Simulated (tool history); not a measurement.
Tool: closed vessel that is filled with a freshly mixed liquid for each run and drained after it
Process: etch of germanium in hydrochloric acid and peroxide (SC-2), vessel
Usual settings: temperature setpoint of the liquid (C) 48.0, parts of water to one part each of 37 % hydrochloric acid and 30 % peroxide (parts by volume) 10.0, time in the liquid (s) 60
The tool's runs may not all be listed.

run	hour	temperature setpoint of the liquid (C)	parts of water to one part each of 37 % hydrochloric acid and 30 % peroxide (parts by volume)	time in the liquid (s)	read-back film thickness of the germanium reference wafer, read on the same gauge (nm)	thickness taken off the germanium on a monitor wafer (angstrom)
1	0.0	48.0	10.0	60	60.01	1176.8
2	11.3	48.0	12.5	70	60.00	1336.6
3	27.5	48.0	12.5	70	60.00	1338.6
4	33.6	48.0	10.0	60	59.98	1175.9
5	40.3	48.0	10.0	85	59.99	1659.5
6	52.2	48.0	10.0	85	60.01	1661.4
7	59.4	55.0	10.0	70	60.00	1700.2
8	66.2	55.0	10.0	70	59.99	1697.0
9	80.5	48.0	10.0	80	59.99	1556.5
# hour 89.5: gauge calibrated
10	119.9	48.0	10.0	80	60.01	1556.6
11	128.0	48.0	10.0	60	59.99	1166.4
# hour 130.9: thermometer replaced
12	139.0	48.0	12.0	35	59.99	710.7
# hour 144.2: new drum of peroxide connected
# hour 150.6: chemicals flow meter replaced
13	153.4	48.0	8.5	75	60.01	1594.0
14	165.5	48.0	10.0	60	60.00	1258.2
15	173.8	43.0	13.0	60	60.01	1043.2
16	182.7	39.5	7.5	70	59.99	1131.1
17	193.0	48.0	8.5	75	60.02	1594.6
18	207.0	42.5	14.5	35	60.01	588.5
19	223.5	48.0	10.0	60	60.01	1256.8
20	236.3	38.5	5.5	60	60.02	945.5
21	243.3	51.5	15.0	40	60.01	887.0
# hour 249.9: gauge calibrated
22	251.5	38.5	5.5	40	60.00	626.5
23	265.7	42.0	10.0	60	60.00	1025.3

3 ways to go on from here, each from the tool as it stands after run 23. What would each give?
A	266.4	48.0	10.0	35	?	?
B	266.4	53.5	10.0	60	?	?
C	266.4	48.0	10.0	30	?	?

run	read-back film thickness of the germanium reference wafer, read on the same gauge (nm)	thickness taken off the germanium on a monitor wafer (angstrom)
A	60.01	727.2
B	60.01	1480.9
C	60.01	623.4
Without the tool's hidden state the same runs would have given:
run	thickness taken off the germanium on a monitor wafer (angstrom)
A	735.9
B	1498.5
C	630.8

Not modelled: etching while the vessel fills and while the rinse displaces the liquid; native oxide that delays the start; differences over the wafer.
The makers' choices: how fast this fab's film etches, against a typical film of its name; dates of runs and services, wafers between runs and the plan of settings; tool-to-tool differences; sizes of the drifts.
